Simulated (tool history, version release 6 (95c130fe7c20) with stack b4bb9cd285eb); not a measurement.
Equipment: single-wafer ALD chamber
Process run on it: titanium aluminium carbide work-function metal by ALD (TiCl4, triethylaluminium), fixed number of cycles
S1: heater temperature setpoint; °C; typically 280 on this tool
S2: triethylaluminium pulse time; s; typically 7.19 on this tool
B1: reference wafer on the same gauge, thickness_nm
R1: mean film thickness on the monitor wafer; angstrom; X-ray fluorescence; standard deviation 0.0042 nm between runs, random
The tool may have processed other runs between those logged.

Run 1, hour 0.0: usual settings; B1 1.810. Result: R1 18.32 angstrom.
Run 2, hour 34.8: usual settings; B1 1.810. Result: R1 18.16 angstrom.
Run 3, hour 72.5: usual settings; B1 1.810. Result: R1 18.31 angstrom.
Run 4, hour 100.6: usual settings but S1 269 °C, S2 8.26 s; B1 1.811. Result: R1 17.61 angstrom.
Run 5, hour 135.8: usual settings but S1 269 °C, S2 8.26 s; B1 1.810. Result: R1 17.55 angstrom.
Run 6, hour 167.6: usual settings; B1 1.809. Result: R1 18.26 angstrom.
Run 7, hour 193.9: usual settings; B1 1.811. Result: R1 18.21 angstrom.
Run 8, hour 259.3: usual settings but S1 272 °C; B1 1.809. Result: R1 17.47 angstrom.
Run 9, hour 330.3: usual settings; B1 1.811. Result: R1 18.26 angstrom.
Run 10, hour 379.3: usual settings but S1 270 °C; B1 1.811. Result: R1 17.40 angstrom.
Run 11, hour 427.7: usual settings but S1 275 °C, S2 9.63 s; B1 1.810. Result: R1 18.46 angstrom.
Run 12, hour 455.1: usual settings but S1 292 °C, S2 4.93 s; B1 1.810. Result: R1 18.15 angstrom.
Run 13, hour 514.5: usual settings but S1 290 °C, S2 5.84 s; B1 1.810. Result: R1 18.50 angstrom.
Run 14, hour 584.9: usual settings but S1 292 °C, S2 8.00 s; B1 1.812. Result: R1 19.79 angstrom.
Run 15, hour 626.7: usual settings but S1 272 °C; B1 1.810. Result: R1 17.46 angstrom.
Run 16, hour 691.9: usual settings but S1 269 °C, S2 5.62 s; B1 1.810. Result: R1 16.54 angstrom.
Run 17, hour 816.5: usual settings; B1 1.811. Result: R1 18.33 angstrom.

Between the runs listed above, the log contained 4 entries, not reproduced here. Where in the sequence does each belong, and how does what the log doesn't record of the tool's condition differ from the listed run before to the listed run after?
In the gap between runs 8 and 9: showerhead replaced (hour 273.6)
  the hidden state is the same at both runs
In the gap between runs 10 and 11: triethylaluminium bottle replaced (hour 415.5)
  the hidden state is the same at both runs
In the gap between runs 12 and 13: thermocouple changed; heater temperature recalibrated (hour 501.0)
  the hidden state is the same at both runs
In the gap between runs 14 and 15: gauge calibrated (hour 589.9)
  the hidden state is the same at both runs
